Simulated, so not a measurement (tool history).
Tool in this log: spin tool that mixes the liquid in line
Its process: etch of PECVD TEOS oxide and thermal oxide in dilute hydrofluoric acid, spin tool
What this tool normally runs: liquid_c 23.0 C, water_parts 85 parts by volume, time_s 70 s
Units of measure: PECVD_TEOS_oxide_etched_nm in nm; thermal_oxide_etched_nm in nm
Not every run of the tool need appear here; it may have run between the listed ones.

run   hour  liquid_c  water_parts  time_s  read-back film thickness of the PECVD TEOS oxide reference wafer, read on the same gauge (nm)  read-back film thickness of the thermal oxide reference wafer, read on the same gauge (nm)  PECVD_TEOS_oxide_etched_nm  thermal_oxide_etched_nm
  1    0.0      23.0           85      70                                                                                          29.98                                                                                      50.016                       23.13                    3.578
  2   12.1      23.0           85      70                                                                                          29.99                                                                                      50.028                       23.00                    3.503
  3   35.6      21.0           60      50                                                                                          29.99                                                                                      50.018                       22.18                    3.408
  4   62.3      19.0           70      35                                                                                          30.01                                                                                      50.024                       12.11                    1.845
  5   81.2      23.0           85      70                                                                                          30.02                                                                                      49.990                       23.08                    3.526
  6   96.1      24.5           85      70                                                                                          29.99                                                                                      49.985                       24.59                    3.770
  7  116.4      23.0           85      70                                                                                          30.01                                                                                      49.984                       23.15                    3.551
     139.0  -- gauge calibrated
  8  142.6      23.0           50      70                                                                                          30.00                                                                                      50.003                       40.87                    6.237
  9  170.4      23.0           55      70                                                                                          30.01                                                                                      50.036                       37.17                    5.686
 10  202.8      23.0           85      70                                                                                          30.00                                                                                      50.013                       23.24                    3.534
 11  237.6      27.5           85      40                                                                                          30.01                                                                                      50.041                       15.87                    2.438
 12  267.3      27.5           85      70                                                                                          30.02                                                                                      49.956                       27.66                    4.219
 13  299.9      23.0           60      70                                                                                          30.00                                                                                      50.035                       33.86                    5.199
 14  316.4      24.5          105      50                                                                                          29.97                                                                                      50.002                       13.88                    2.125
     320.9  -- thermometer replaced
 15  333.9      19.0          105      85                                                                                          29.99                                                                                      49.999                       19.95                    3.076
 16  348.3      23.0           85      45                                                                                          30.02                                                                                      49.996                       15.79                    2.408
 17  381.2      20.5          100      70                                                                                          30.01                                                                                      49.993                       18.58                    2.877
 18  406.3      23.0           55      50                                                                                          29.97                                                                                      50.015                       28.36                    4.373
 19  419.0      26.0           75      70                                                                                          30.00                                                                                      50.010                       31.91                    4.855
 20  439.3      23.0           85      70                                                                                          29.99                                                                                      49.994                       24.65                    3.800
 21  466.4      18.5           85      90                                                                                          30.03                                                                                      49.988                       26.30                    3.996
 22  498.9      23.0          105      95                                                                                          30.00                                                                                      49.989                       26.41                    4.023
 23  534.3      26.0           75      70                                                                                          29.98                                                                                      50.006                       32.06                    4.872
 24  582.1      23.0          115      55                                                                                          30.01                                                                                      50.021                       13.81                    2.088
 25  614.1      21.0           85      70                                                                                          30.02                                                                                      49.983                       22.69                    3.479
 26  630.2      18.5          100      55                                                                                          30.01                                                                                      50.015                       13.44                    2.057

Give the tool's hidden conditions for every run:
gauge reads high (%): 0 on each run
H1: liquid colder than its thermometer reads (K)
H2: hydrofluoric acid flow above the setpoint (%)
run     H1     H2
  1   1.46   0.54
  2   1.46  0.565
  3   1.47  0.614
  4   1.49  0.669
  5   1.49  0.707
  6    1.5  0.738
  7   1.51   0.78
  8   1.52  0.834
  9   1.53  0.891
 10   1.55  0.957
 11   1.56   1.03
 12   1.58   1.09
 13   1.59   1.16
 14    1.6   1.19
 15  0.128   1.23
 16  0.134   1.26
 17  0.149   1.32
 18   0.16   1.38
 19  0.165    1.4
 20  0.174   1.44
 21  0.186    1.5
 22    0.2   1.57
 23  0.215   1.64
 24  0.236   1.74
 25   0.25    1.8
 26  0.257   1.84
